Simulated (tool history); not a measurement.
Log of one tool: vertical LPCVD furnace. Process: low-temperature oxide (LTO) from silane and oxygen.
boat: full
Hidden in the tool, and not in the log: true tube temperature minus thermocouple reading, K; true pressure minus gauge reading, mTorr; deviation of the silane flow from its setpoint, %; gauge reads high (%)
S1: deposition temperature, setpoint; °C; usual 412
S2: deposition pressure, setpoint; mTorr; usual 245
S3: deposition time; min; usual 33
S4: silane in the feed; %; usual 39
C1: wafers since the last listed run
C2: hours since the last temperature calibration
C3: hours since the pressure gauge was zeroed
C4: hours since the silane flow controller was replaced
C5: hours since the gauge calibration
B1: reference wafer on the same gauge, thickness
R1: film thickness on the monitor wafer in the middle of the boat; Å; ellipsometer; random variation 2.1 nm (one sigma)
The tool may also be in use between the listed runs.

run 1 hour=0 | S1=412 S2=245 S3=33 S4=39 | C1=0 C2=4261.3 C3=1963.7 C4=3990.4 C5=431 | B1=475.27 | R1=4341.9
run 2 hour=23.4 | S1=412 S2=245 S3=33 S4=39 | C1=400 C2=4284.7 C3=1987.1 C4=4013.8 C5=454.4 | B1=473.39 | R1=4417.2
run 3 hour=121.7 | S1=412 S2=245 S3=33 S4=39 | C1=1682 C2=4383 C3=2085.4 C4=4112.1 C5=552.7 | B1=473.6 | R1=4436.5
-- hour=148.5 silane flow controller replaced
run 4 hour=149 | S1=412 S2=245 S3=33 S4=45 | C1=56 C2=4410.3 C3=2112.7 C4=0.5 C5=580 | B1=474 | R1=5121.8
run 5 hour=159.1 | S1=412 S2=245 S3=33 S4=45 | C1=172 C2=4420.4 C3=2122.8 C4=10.6 C5=590.1 | B1=474.25 | R1=5148.1
-- hour=206.9 thermocouples replaced and temperature profile calibrated
run 6 hour=207.4 | S1=418 S2=245 S3=29 S4=39 | C1=415 C2=0.5 C3=2171.1 C4=58.9 C5=638.4 | B1=473.54 | R1=4127.7
run 7 hour=212.3 | S1=418 S2=245 S3=29 S4=39 | C1=83 C2=5.4 C3=2176 C4=63.8 C5=643.3 | B1=473.82 | R1=4119.7
run 8 hour=233 | S1=412 S2=245 S3=33 S4=39 | C1=354 C2=26.1 C3=2196.7 C4=84.5 C5=664 | B1=473.81 | R1=4403.8
run 9 hour=252.4 | S1=412 S2=245 S3=33 S4=39 | C1=332 C2=45.5 C3=2216.1 C4=103.9 C5=683.4 | B1=473.95 | R1=4428.9
run 10 hour=278.3 | S1=412 S2=245 S3=33 S4=39 | C1=443 C2=71.4 C3=2242 C4=129.8 C5=709.3 | B1=473.52 | R1=4440.2
run 11 hour=293.8 | S1=412 S2=245 S3=33 S4=39 | C1=265 C2=86.9 C3=2257.5 C4=145.3 C5=724.8 | B1=474.75 | R1=4437.2
run 12 hour=322.3 | S1=412 S2=245 S3=33 S4=39 | C1=487 C2=115.4 C3=2286 C4=173.8 C5=753.3 | B1=473.25 | R1=4433.2
-- hour=351.2 pressure gauge zeroed
run 13 hour=351.7 | S1=412 S2=245 S3=39.5 S4=39 | C1=92 C2=144.8 C3=0.5 C4=203.2 C5=782.7 | B1=474 | R1=5065.5
run 14 hour=369.3 | S1=412 S2=300 S3=21 S4=39 | C1=301 C2=162.4 C3=18.1 C4=220.8 C5=800.3 | B1=474.56 | R1=3298.7
run 15 hour=392.3 | S1=424 S2=185 S3=43 S4=32 | C1=393 C2=185.4 C3=41.1 C4=243.8 C5=823.3 | B1=473.35 | R1=3731.5
run 16 hour=416.7 | S1=402 S2=200 S3=33 S4=39 | C1=417 C2=209.8 C3=65.5 C4=268.2 C5=847.7 | B1=474.05 | R1=3117.1
run 17 hour=444.2 | S1=412 S2=265 S3=33 S4=34 | C1=470 C2=237.3 C3=93 C4=295.7 C5=875.2 | B1=474.55 | R1=3873.6
run 18 hour=460 | S1=412 S2=245 S3=33 S4=36 | C1=270 C2=253.1 C3=108.8 C4=311.5 C5=891 | B1=474.24 | R1=3863.2
run 19 hour=478.7 | S1=412 S2=245 S3=33 S4=39 | C1=320 C2=271.8 C3=127.5 C4=330.2 C5=909.7 | B1=475.02 | R1=4245.4
run 20 hour=493 | S1=412 S2=245 S3=33 S4=39 | C1=244 C2=286.1 C3=141.8 C4=344.5 C5=924 | B1=474.45 | R1=4284.4
run 21 hour=521.1 | S1=412 S2=205 S3=33 S4=39 | C1=481 C2=314.2 C3=169.9 C4=372.6 C5=952.1 | B1=474.39 | R1=3580.9
run 22 hour=536.9 | S1=412 S2=245 S3=33 S4=39 | C1=270 C2=330 C3=185.7 C4=388.4 C5=967.9 | B1=474.24 | R1=4248.2
run 23 hour=565.9 | S1=412 S2=265 S3=37.5 S4=39 | C1=496 C2=359 C3=214.7 C4=417.4 C5=996.9 | B1=474.36 | R1=5191.8
-- hour=577.7 gauge calibrated
run 24 hour=596.1 | S1=412 S2=245 S3=33 S4=39 | C1=516 C2=389.2 C3=244.9 C4=447.6 C5=18.4 | B1=473.93 | R1=4280.4
run 25 hour=621.8 | S1=424 S2=225 S3=33 S4=39 | C1=439 C2=414.9 C3=270.6 C4=473.3 C5=44.1 | B1=473.98 | R1=4435.8
run 26 hour=655.5 | S1=403 S2=245 S3=33 S4=35 | C1=576 C2=448.6 C3=304.3 C4=507 C5=77.8 | B1=473.55 | R1=3388.8
run 27 hour=689.9 | S1=403 S2=245 S3=33 S4=39 | C1=588 C2=483 C3=338.7 C4=541.4 C5=112.2 | B1=474 | R1=3875.2
run 28 hour=713.8 | S1=412 S2=225 S3=43.5 S4=39 | C1=409 C2=506.9 C3=362.6 C4=565.3 C5=136.1 | B1=473.37 | R1=5111.2
run 29 hour=743 | S1=412 S2=245 S3=33 S4=39 | C1=499 C2=536.1 C3=391.8 C4=594.5 C5=165.3 | B1=473.95 | R1=4246.6
run 30 hour=847.6 | S1=412 S2=245 S3=25 S4=39 | C1=1790 C2=640.7 C3=496.4 C4=699.1 C5=269.9 | B1=474.8 | R1=3208.7
run 31 hour=868.8 | S1=412 S2=185 S3=27.5 S4=34 | C1=362 C2=661.9 C3=517.6 C4=720.3 C5=291.1 | B1=473.94 | R1=2266.9
run 32 hour=913.7 | S1=412 S2=245 S3=21 S4=43 | C1=768 C2=706.8 C3=562.5 C4=765.2 C5=336 | B1=474.48 | R1=3044.1

Some steps in R1 between neighbouring runs. How much of each would the tool show without its hidden state too (settings, what came in, random variation), and how much is left for the hidden state, with any gauge scatter that isn't in both results?
Run 3 -> 4: S4 39 -> 45, silane flow controller replaced. R1 +685.3 Å: hidden state +31.5, all else +653.8.
Run 5 -> 6: S1 412 -> 418, S3 33 -> 29, S4 45 -> 39, thermocouples replaced and temperature profile calibrated. R1 -1020.4 Å: hidden state -31.8, all else -988.6.
Run 12 -> 13: S3 33 -> 39.5, pressure gauge zeroed. R1 +632.3 Å: hidden state -183.2, all else +815.5.
Run 13 -> 14: S2 245 -> 300, S3 39.5 -> 21. R1 -1766.8 Å: hidden state -9.9, all else -1756.9.
Run 25 -> 26: S1 424 -> 403, S2 225 -> 245, S4 39 -> 35. R1 -1047 Å: hidden state -6.5, all else -1040.5.
Run 27 -> 28: S1 403 -> 412, S2 245 -> 225, S3 33 -> 43.5. R1 +1236 Å: hidden state +9.9, all else +1226.1.
